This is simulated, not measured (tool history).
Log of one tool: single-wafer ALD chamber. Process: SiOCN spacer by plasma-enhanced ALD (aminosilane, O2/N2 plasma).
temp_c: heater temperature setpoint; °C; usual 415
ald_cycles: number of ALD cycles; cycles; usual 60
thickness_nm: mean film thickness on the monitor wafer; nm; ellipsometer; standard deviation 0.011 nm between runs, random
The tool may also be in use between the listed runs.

| run | hour | temp_c | ald_cycles | wafers since the last listed run | hours since the last thermocouple change | hours since the gauge calibration | read-back reference wafer on the same gauge, thickness_nm | thickness_nm |
|---|---|---|---|---|---|---|---|---|
| 1 | 0 | 426 | 60 | 0 | 426.9 | 74.4 | 3.55 | 3.039 |
| 2 | 110.2 | 415 | 60 | 545 | 537.1 | 184.6 | 3.551 | 3.148 |
| 3 | 208.4 | 415 | 60 | 485 | 635.3 | 282.8 | 3.552 | 3.122 |
| 4 | 278.3 | 415 | 60 | 345 | 705.2 | 352.7 | 3.554 | 3.137 |
| 5 | 367.3 | 415 | 55 | 440 | 794.2 | 441.7 | 3.55 | 2.867 |
| 6 | 407.9 | 415 | 55 | 200 | 834.8 | 482.3 | 3.552 | 2.876 |
| 7 | 507.9 | 420 | 60 | 494 | 934.8 | 582.3 | 3.548 | 3.087 |
| 8 | 569.5 | 420 | 60 | 304 | 996.4 | 643.9 | 3.55 | 3.103 |
| 9 | 633.4 | 420 | 60 | 316 | 1060.3 | 707.8 | 3.548 | 3.073 |
| 10 | 719.8 | 415 | 60 | 427 | 1146.7 | 794.2 | 3.551 | 3.13 |
| 11 | 760.9 | 415 | 60 | 203 | 1187.8 | 835.3 | 3.548 | 3.114 |
| 12 | 840.9 | 415 | 60 | 395 | 1267.8 | 915.3 | 3.552 | 3.109 |
| 13 | 929.5 | 408 | 60 | 438 | 1356.4 | 1003.9 | 3.55 | 3.165 |
| 14 | 1034.2 | 415 | 60 | 518 | 1461.1 | 1108.6 | 3.549 | 3.122 |
|  | 1077.1 | thermocouple changed; heater temperature recalibrated |
| 15 | 1101.4 | 415 | 60 | 292 | 24.3 | 1175.8 | 3.548 | 3.169 |
| 16 | 1157 | 415 | 54 | 275 | 79.9 | 1231.4 | 3.551 | 2.86 |
| 17 | 1262.1 | 415 | 60 | 520 | 185 | 1336.5 | 3.552 | 3.186 |
| 18 | 1304 | 425 | 51 | 207 | 226.9 | 1378.4 | 3.551 | 2.623 |
| 19 | 1410 | 415 | 60 | 524 | 332.9 | 1484.4 | 3.55 | 3.155 |
| 20 | 1452.7 | 410 | 60 | 211 | 375.6 | 1527.1 | 3.546 | 3.211 |
| 21 | 1596.6 | 415 | 48 | 712 | 519.5 | 1671 | 3.55 | 2.517 |
|  | 1606.2 | gauge calibrated |
| 22 | 1650.2 | 425 | 68 | 265 | 573.1 | 44 | 3.551 | 3.45 |
| 23 | 1723.3 | 410 | 49 | 361 | 646.2 | 117.1 | 3.548 | 2.612 |
| 24 | 1771.2 | 424 | 53 | 237 | 694.1 | 165 | 3.553 | 2.686 |
| 25 | 1823.4 | 415 | 60 | 258 | 746.3 | 217.2 | 3.551 | 3.122 |
| 26 | 1925.8 | 422 | 67 | 506 | 848.7 | 319.6 | 3.55 | 3.432 |
| 27 | 1970.1 | 429 | 49 | 219 | 893 | 363.9 | 3.551 | 2.456 |
| 28 | 2028 | 422 | 65 | 286 | 950.9 | 421.8 | 3.551 | 3.327 |
| 29 | 2152.4 | 419 | 69 | 615 | 1075.3 | 546.2 | 3.55 | 3.562 |
| 30 | 2198.4 | 407 | 55 | 227 | 1121.3 | 592.2 | 3.549 | 2.957 |
| 31 | 2300.1 | 415 | 60 | 503 | 1223 | 693.9 | 3.551 | 3.109 |
| 32 | 2385 | 405 | 48 | 420 | 1307.9 | 778.8 | 3.55 | 2.569 |
| 33 | 2483.7 | 422 | 63 | 488 | 1406.6 | 877.5 | 3.55 | 3.236 |
| 34 | 2555.1 | 426 | 54 | 353 | 1478 | 948.9 | 3.551 | 2.722 |
| 35 | 2642.8 | 422 | 63 | 434 | 1565.7 | 1036.6 | 3.55 | 3.226 |

4 options for the next run, each taken on its own from the tool as it stands now. Forecast them:
| A | 2643.3 | 415 | 68 | 2 | 1566.2 | 1037.1 | ? | ? |
| B | 2643.3 | 415 | 49 | 2 | 1566.2 | 1037.1 | ? | ? |
| C | 2643.3 | 428 | 54 | 2 | 1566.2 | 1037.1 | ? | ? |
| D | 2643.3 | 404 | 57 | 2 | 1566.2 | 1037.1 | ? | ? |

| run | read-back reference wafer on the same gauge, thickness_nm | thickness_nm |
|---|---|---|
| A | 3.55 | 3.535 |
| B | 3.55 | 2.548 |
| C | 3.55 | 2.705 |
| D | 3.55 | 3.055 |
Stripped of hidden state, with their random variation kept, the same runs would have yielded:
| run | thickness_nm |
|---|---|
| A | 3.587 |
| B | 2.585 |
| C | 2.746 |
| D | 3.098 |
